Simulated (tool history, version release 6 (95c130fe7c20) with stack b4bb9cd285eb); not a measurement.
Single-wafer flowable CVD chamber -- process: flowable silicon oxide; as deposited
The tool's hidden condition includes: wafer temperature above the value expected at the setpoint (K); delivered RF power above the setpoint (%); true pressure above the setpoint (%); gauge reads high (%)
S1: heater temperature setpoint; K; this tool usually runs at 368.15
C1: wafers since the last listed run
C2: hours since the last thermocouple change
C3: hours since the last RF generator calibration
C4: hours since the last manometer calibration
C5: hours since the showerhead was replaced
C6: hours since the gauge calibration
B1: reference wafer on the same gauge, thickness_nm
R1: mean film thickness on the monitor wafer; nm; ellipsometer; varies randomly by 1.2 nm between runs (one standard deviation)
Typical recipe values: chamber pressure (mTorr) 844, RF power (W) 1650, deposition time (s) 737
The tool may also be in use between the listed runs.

Run 1, day 0.000: usual settings but RF power (W) 1585; C1 0; C2 1526.6; C3 1350.6; C4 2916.6; C5 2963.3; C6 1043.3; B1 585.682. Result: R1 495.578 nm.
Run 2, day 2.071: usual settings but S1 371.15 K; C1 154; C2 1576.3; C3 1400.3; C4 2966.3; C5 3013.0; C6 1093.0; B1 585.943. Result: R1 462.754 nm.
At day 4.242: capacitance manometer re-zeroed and calibrated.
Run 3, day 4.738: usual settings; C1 174; C2 1640.3; C3 1464.3; C4 11.9; C5 3077.0; C6 1157.0; B1 585.970. Result: R1 504.387 nm.
Run 4, day 6.850: usual settings; C1 157; C2 1691.0; C3 1515.0; C4 62.6; C5 3127.7; C6 1207.7; B1 586.039. Result: R1 504.339 nm.
At day 8.338: showerhead replaced.
Run 5, day 8.604: usual settings; C1 106; C2 1733.1; C3 1557.1; C4 104.7; C5 6.4; C6 1249.8; B1 585.492. Result: R1 501.966 nm.
Run 6, day 11.967: usual settings but chamber pressure (mTorr) 761, RF power (W) 1425; C1 250; C2 1813.8; C3 1637.8; C4 185.4; C5 87.1; C6 1330.5; B1 586.036. Result: R1 415.145 nm.
Run 7, day 15.683: usual settings but chamber pressure (mTorr) 761, RF power (W) 1425; C1 277; C2 1903.0; C3 1727.0; C4 274.6; C5 176.3; C6 1419.7; B1 586.240. Result: R1 416.705 nm.
At day 18.325: RF generator calibrated.
Run 8, day 22.188: usual settings but chamber pressure (mTorr) 761, RF power (W) 1425; C1 460; C2 2059.1; C3 92.7; C4 430.7; C5 332.4; C6 1575.8; B1 585.924. Result: R1 416.958 nm.
Run 9, day 24.508: usual settings but S1 383.15 K, RF power (W) 1780, deposition time (s) 672; C1 173; C2 2114.8; C3 148.4; C4 486.4; C5 388.1; C6 1631.5; B1 585.591. Result: R1 306.631 nm.
Run 10, day 26.658: usual settings but RF power (W) 1825, deposition time (s) 670; C1 160; C2 2166.4; C3 200.0; C4 538.0; C5 439.7; C6 1683.1; B1 585.806. Result: R1 476.837 nm.
Run 11, day 28.279: usual settings; C1 120; C2 2205.3; C3 238.9; C4 576.9; C5 478.6; C6 1722.0; B1 585.968. Result: R1 503.112 nm.
Run 12, day 29.967: usual settings but S1 353.15 K, chamber pressure (mTorr) 929; C1 125; C2 2245.8; C3 279.4; C4 617.4; C5 519.1; C6 1762.5; B1 585.985. Result: R1 840.311 nm.
At day 31.733: gauge calibrated.
Run 13, day 33.125: usual settings but chamber pressure (mTorr) 1029; C1 235; C2 2321.6; C3 355.2; C4 693.2; C5 594.9; C6 33.4; B1 585.989. Result: R1 614.992 nm.
At day 35.725: thermocouple changed; heater temperature recalibrated.
Run 14, day 43.483: usual settings; C1 748; C2 186.2; C3 603.8; C4 941.8; C5 843.5; C6 282.0; B1 586.007. Result: R1 505.902 nm.
Run 15, day 47.771: usual settings but chamber pressure (mTorr) 761, RF power (W) 1425; C1 319; C2 289.1; C3 706.7; C4 1044.7; C5 946.4; C6 384.9; B1 585.583. Result: R1 416.266 nm.
Run 16, day 49.333: usual settings but S1 371.15 K; C1 116; C2 326.6; C3 744.2; C4 1082.2; C5 983.9; C6 422.4; B1 585.953. Result: R1 463.007 nm.
Run 17, day 52.254: usual settings but deposition time (s) 833; C1 217; C2 396.7; C3 814.3; C4 1152.3; C5 1054.0; C6 492.5; B1 586.016. Result: R1 571.162 nm.
Run 18, day 54.825: usual settings but S1 355.15 K, chamber pressure (mTorr) 947, RF power (W) 1495, deposition time (s) 799; C1 191; C2 458.4; C3 876.0; C4 1214.0; C5 1115.7; C6 554.2; B1 586.389. Result: R1 828.330 nm.
Run 19, day 56.767: usual settings but chamber pressure (mTorr) 951; C1 144; C2 505.0; C3 922.6; C4 1260.6; C5 1162.3; C6 600.8; B1 585.672. Result: R1 565.322 nm.
Run 20, day 59.246: usual settings but chamber pressure (mTorr) 710, RF power (W) 1470; C1 185; C2 564.5; C3 982.1; C4 1320.1; C5 1221.8; C6 660.3; B1 586.088. Result: R1 396.171 nm.
Run 21, day 62.154: usual settings but chamber pressure (mTorr) 751, deposition time (s) 632; C1 217; C2 634.3; C3 1051.9; C4 1389.9; C5 1291.6; C6 730.1; B1 586.042. Result: R1 384.587 nm.
Run 22, day 66.496: usual settings; C1 324; C2 738.5; C3 1156.1; C4 1494.1; C5 1395.8; C6 834.3; B1 585.644. Result: R1 504.966 nm.
Run 23, day 72.025: usual settings; C1 412; C2 871.2; C3 1288.8; C4 1626.8; C5 1528.5; C6 967.0; B1 585.925. Result: R1 505.797 nm.
Run 24, day 76.458: usual settings but chamber pressure (mTorr) 697, RF power (W) 1555, deposition time (s) 663; C1 330; C2 977.6; C3 1395.2; C4 1733.2; C5 1634.9; C6 1073.4; B1 586.055. Result: R1 365.201 nm.
Run 25, day 79.950: usual settings; C1 260; C2 1061.4; C3 1479.0; C4 1817.0; C5 1718.7; C6 1157.2; B1 586.270. Result: R1 504.880 nm.
Run 26, day 82.683: usual settings but RF power (W) 1435; C1 203; C2 1127.0; C3 1544.6; C4 1882.6; C5 1784.3; C6 1222.8; B1 586.468. Result: R1 463.383 nm.
Run 27, day 85.117: usual settings but RF power (W) 1925; C1 181; C2 1185.4; C3 1603.0; C4 1941.0; C5 1842.7; C6 1281.2; B1 586.104. Result: R1 534.653 nm.
Run 28, day 87.838: usual settings but S1 374.15 K, chamber pressure (mTorr) 1047, RF power (W) 1845, deposition time (s) 622; C1 203; C2 1250.7; C3 1668.3; C4 2006.3; C5 1908.0; C6 1346.5; B1 585.797. Result: R1 462.043 nm.

Exercise: give the hidden state of the tool at every run:
wafer temperature above the value expected at the setpoint (K): 0 in every run
delivered RF power above the setpoint (%): 0 in every run
true pressure above the setpoint (%): 0 in every run
gauge reads high (%): 0 in every run
